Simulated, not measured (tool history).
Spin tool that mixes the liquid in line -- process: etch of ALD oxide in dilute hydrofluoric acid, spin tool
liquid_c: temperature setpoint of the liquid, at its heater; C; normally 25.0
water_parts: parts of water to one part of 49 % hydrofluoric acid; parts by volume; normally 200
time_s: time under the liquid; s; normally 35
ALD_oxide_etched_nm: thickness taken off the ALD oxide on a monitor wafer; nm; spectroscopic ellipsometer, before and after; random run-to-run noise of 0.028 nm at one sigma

| run | hour | liquid_c | water_parts | time_s | wafers since the last listed run | hours since the thermometer was replaced | hours since the hydrofluoric acid flow meter was replaced | hours since the gauge calibration | read-back film thickness of the ALD oxide reference wafer, read on the same gauge (nm) | ALD_oxide_etched_nm |
|---|---|---|---|---|---|---|---|---|---|---|
| 1 | 0.0 | 25.0 | 200 | 35 | 0 | 1219.6 | 775.3 | 136.4 | 99.983 | 3.746 |
| 2 | 6.0 | 25.0 | 200 | 20 | 88 | 1225.6 | 781.3 | 142.4 | 100.020 | 2.125 |
| 3 | 14.9 | 25.0 | 200 | 20 | 131 | 1234.5 | 790.2 | 151.3 | 99.981 | 2.105 |
| 4 | 22.0 | 25.0 | 200 | 35 | 104 | 1241.6 | 797.3 | 158.4 | 99.961 | 3.721 |
| 5 | 30.7 | 25.0 | 200 | 25 | 128 | 1250.3 | 806.0 | 167.1 | 99.989 | 2.659 |
| 6 | 37.6 | 25.0 | 200 | 25 | 101 | 1257.2 | 812.9 | 174.0 | 100.000 | 2.635 |
| 7 | 44.5 | 25.0 | 200 | 35 | 101 | 1264.1 | 819.8 | 180.9 | 100.022 | 3.756 |
| 8 | 59.4 | 25.0 | 200 | 35 | 220 | 1279.0 | 834.7 | 195.8 | 99.964 | 3.642 |
| 9 | 70.5 | 25.0 | 200 | 35 | 163 | 1290.1 | 845.8 | 206.9 | 99.975 | 3.670 |
| 10 | 77.7 | 25.0 | 200 | 35 | 106 | 1297.3 | 853.0 | 214.1 | 100.011 | 3.668 |
| 11 | 92.3 | 25.0 | 200 | 35 | 215 | 1311.9 | 867.6 | 228.7 | 99.962 | 3.681 |
| 12 | 110.0 | 25.0 | 200 | 35 | 261 | 1329.6 | 885.3 | 246.4 | 100.056 | 3.661 |
| 13 | 121.1 | 25.0 | 200 | 35 | 163 | 1340.7 | 896.4 | 257.5 | 100.028 | 3.658 |
| 14 | 127.8 | 25.0 | 200 | 35 | 98 | 1347.4 | 903.1 | 264.2 | 99.999 | 3.671 |
| 15 | 141.6 | 25.0 | 200 | 35 | 203 | 1361.2 | 916.9 | 278.0 | 99.971 | 3.621 |
| 16 | 151.2 | 22.0 | 200 | 35 | 141 | 1370.8 | 926.5 | 287.6 | 99.980 | 3.212 |
| 17 | 166.5 | 25.0 | 135 | 35 | 225 | 1386.1 | 941.8 | 302.9 | 99.990 | 5.824 |
| 18 | 182.9 | 25.0 | 200 | 35 | 242 | 1402.5 | 958.2 | 319.3 | 99.954 | 3.602 |
| 19 | 221.8 | 20.0 | 200 | 35 | 574 | 1441.4 | 997.1 | 358.2 | 100.038 | 2.963 |
|  | 234.8 | thermometer replaced |
| 20 | 235.3 | 22.5 | 265 | 20 | 184 | 0.5 | 1010.6 | 371.7 | 100.054 | 1.450 |
| 21 | 243.3 | 28.0 | 200 | 35 | 118 | 8.5 | 1018.6 | 379.7 | 99.992 | 4.383 |
|  | 254.7 | hydrofluoric acid flow meter replaced |
| 22 | 256.9 | 25.0 | 255 | 35 | 186 | 22.1 | 2.2 | 393.3 | 99.991 | 3.315 |
| 23 | 274.2 | 25.0 | 155 | 25 | 255 | 39.4 | 19.5 | 410.6 | 100.002 | 4.287 |
| 24 | 290.5 | 25.0 | 200 | 35 | 240 | 55.7 | 35.8 | 426.9 | 99.994 | 4.457 |
|  | 294.8 | gauge calibrated |
| 25 | 310.5 | 25.0 | 130 | 35 | 295 | 75.7 | 55.8 | 15.7 | 100.036 | 7.220 |
| 26 | 325.2 | 23.0 | 255 | 35 | 217 | 90.4 | 70.5 | 30.4 | 100.073 | 3.043 |
| 27 | 340.4 | 25.0 | 200 | 35 | 224 | 105.6 | 85.7 | 45.6 | 99.976 | 4.442 |
| 28 | 381.2 | 25.0 | 200 | 35 | 602 | 146.4 | 126.5 | 86.4 | 99.953 | 4.332 |
| 29 | 418.3 | 25.0 | 200 | 35 | 547 | 183.5 | 163.6 | 123.5 | 100.021 | 4.296 |
| 30 | 434.4 | 27.5 | 230 | 25 | 237 | 199.6 | 179.7 | 139.6 | 99.978 | 2.825 |
| 31 | 448.4 | 21.0 | 235 | 45 | 206 | 213.6 | 193.7 | 153.6 | 100.003 | 3.865 |
| 32 | 458.3 | 25.0 | 150 | 35 | 146 | 223.5 | 203.6 | 163.5 | 99.974 | 6.069 |

What differs in the tool's unlogged condition from the final listed run ahead of each entry between runs to the first listed run following it?
In the gap between runs 19 and 20: thermometer replaced (hour 234.8)
  liquid colder than its thermometer reads (K): 3.03 -> 0.314; hydrofluoric acid flow below the setpoint (%): 10 -> 10.2
  measured result minus the result with no hidden state, ALD_oxide_etched_nm: -0.821 -> -0.229 nm
In the gap between runs 21 and 22: hydrofluoric acid flow meter replaced (hour 254.7)
  liquid colder than its thermometer reads (K): 0.329 -> 0.354; hydrofluoric acid flow below the setpoint (%): 10.2 -> 0.772
  measured result minus the result with no hidden state, ALD_oxide_etched_nm: -0.689 -> -0.074 nm
In the gap between runs 24 and 25: gauge calibrated (hour 294.8)
  liquid colder than its thermometer reads (K): 0.416 -> 0.453; hydrofluoric acid flow below the setpoint (%): 1.11 -> 1.31
  measured result minus the result with no hidden state, ALD_oxide_etched_nm: -0.131 -> -0.238 nm
